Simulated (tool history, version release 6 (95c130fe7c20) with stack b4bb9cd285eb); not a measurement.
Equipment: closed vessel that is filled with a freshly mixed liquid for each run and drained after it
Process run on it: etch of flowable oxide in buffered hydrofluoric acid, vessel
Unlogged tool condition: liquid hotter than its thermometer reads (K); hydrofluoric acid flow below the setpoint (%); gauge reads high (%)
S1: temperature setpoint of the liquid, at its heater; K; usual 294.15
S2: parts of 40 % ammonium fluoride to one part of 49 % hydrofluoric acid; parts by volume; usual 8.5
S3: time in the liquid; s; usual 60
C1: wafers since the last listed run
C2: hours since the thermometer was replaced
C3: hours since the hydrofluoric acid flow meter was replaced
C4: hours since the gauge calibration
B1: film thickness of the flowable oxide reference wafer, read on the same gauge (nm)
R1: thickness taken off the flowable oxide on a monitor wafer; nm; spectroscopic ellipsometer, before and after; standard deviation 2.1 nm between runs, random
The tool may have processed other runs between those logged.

run,hour,S1,S2,S3,C1,C2,C3,C4,B1,R1
1,0,294.15,8.5,60,0,712.8,720.9,360.8,39.98,271.16
2,12.6,295.65,8.5,60,1054,725.4,733.5,373.4,39.99,292.71
3,29,295.65,8.5,60,1372,741.8,749.9,389.8,39.97,290.07
4,45.6,294.15,8.5,60,1389,758.4,766.5,406.4,40,270.47
5,59.6,294.15,8.5,60,1172,772.4,780.5,420.4,40.03,271.73
6,77.1,294.15,8.5,60,1465,789.9,798,437.9,40.01,269.41
7,84.9,294.15,8.5,60,653,797.7,805.8,445.7,40.01,266.51
8,94.4,294.15,8.5,60,795,807.2,815.3,455.2,40.04,269.67
9,103.7,294.15,8.5,60,778,816.5,824.6,464.5,39.99,268.82
10,118,294.15,8.5,60,1197,830.8,838.9,478.8,39.99,268.81
11,130.7,294.15,8.5,60,1063,843.5,851.6,491.5,40.04,268.41
# hour 168.2: hydrofluoric acid flow meter replaced
12,173.3,294.15,8.5,60,3482,886.1,5.1,534.1,40.02,280.03
13,180.8,294.15,8.5,60,627,893.6,12.6,541.6,39.98,281.73
# hour 195.1: thermometer replaced
14,197.5,294.15,8.5,60,1314,2.4,29.3,558.3,39.99,280.99
# hour 241: gauge calibrated
15,243.3,296.65,6,85,3834,48.2,75.1,2.3,39.98,652.35
16,255.8,294.15,8.5,70,1046,60.7,87.6,14.8,39.96,321.04
17,264.5,296.65,8.5,30,728,69.4,96.3,23.5,39.98,160.55
18,273,294.15,11.5,60,711,77.9,104.8,32,40.01,212.34
19,285.2,294.15,8.5,90,1021,90.1,117,44.2,40,424.35
20,300.8,297.15,5.5,30,1306,105.7,132.6,59.8,39.99,249.77
21,347.8,294.15,8.5,60,3934,152.7,179.6,106.8,39.96,278.43
22,354,294.15,8.5,45,519,158.9,185.8,113,40.01,211.33
23,363.8,290.15,6,60,820,168.7,195.6,122.8,40.02,310.53
24,417.7,297.65,8.5,30,4512,222.6,249.5,176.7,39.97,169.02
25,424.6,294.15,12,80,577,229.5,256.4,183.6,39.97,272.11
26,438.6,294.15,8.5,60,1172,243.5,270.4,197.6,40.01,274.14
27,453,294.15,8.5,30,1205,257.9,284.8,212,40.01,137.16
28,463.2,294.15,6.5,90,853,268.1,295,222.2,40.01,551.32
29,475.8,294.15,8.5,60,1054,280.7,307.6,234.8,39.96,275.62
30,490.5,294.15,12,60,1230,295.4,322.3,249.5,40,201.02
31,497.2,298.15,11,60,560,302.1,329,256.2,40,276.59
32,507.8,296.65,10,60,887,312.7,339.6,266.8,40.02,278.96
33,540.8,294.15,8.5,60,2762,345.7,372.6,299.8,39.99,277.52

For each entry between runs, how does the tool's hidden state at the last listed run before it compare with that at the first listed run after it?
In the gap between runs 11 and 12: hydrofluoric acid flow meter replaced (hour 168.2)
  hydrofluoric acid flow below the setpoint (%): 5.15 -> 0.823
  the result without the hidden state subtracted from the measured one, R1: -15.85 -> -2.54 nm
In the gap between runs 13 and 14: thermometer replaced (hour 195.1)
  hydrofluoric acid flow below the setpoint (%): 0.868 -> 0.966
  the result without the hidden state subtracted from the measured one, R1: -2.67 -> -2.98 nm
In the gap between runs 14 and 15: gauge calibrated (hour 241)
  hydrofluoric acid flow below the setpoint (%): 0.966 -> 1.24
  the result without the hidden state subtracted from the measured one, R1: -2.98 -> -7.04 nm
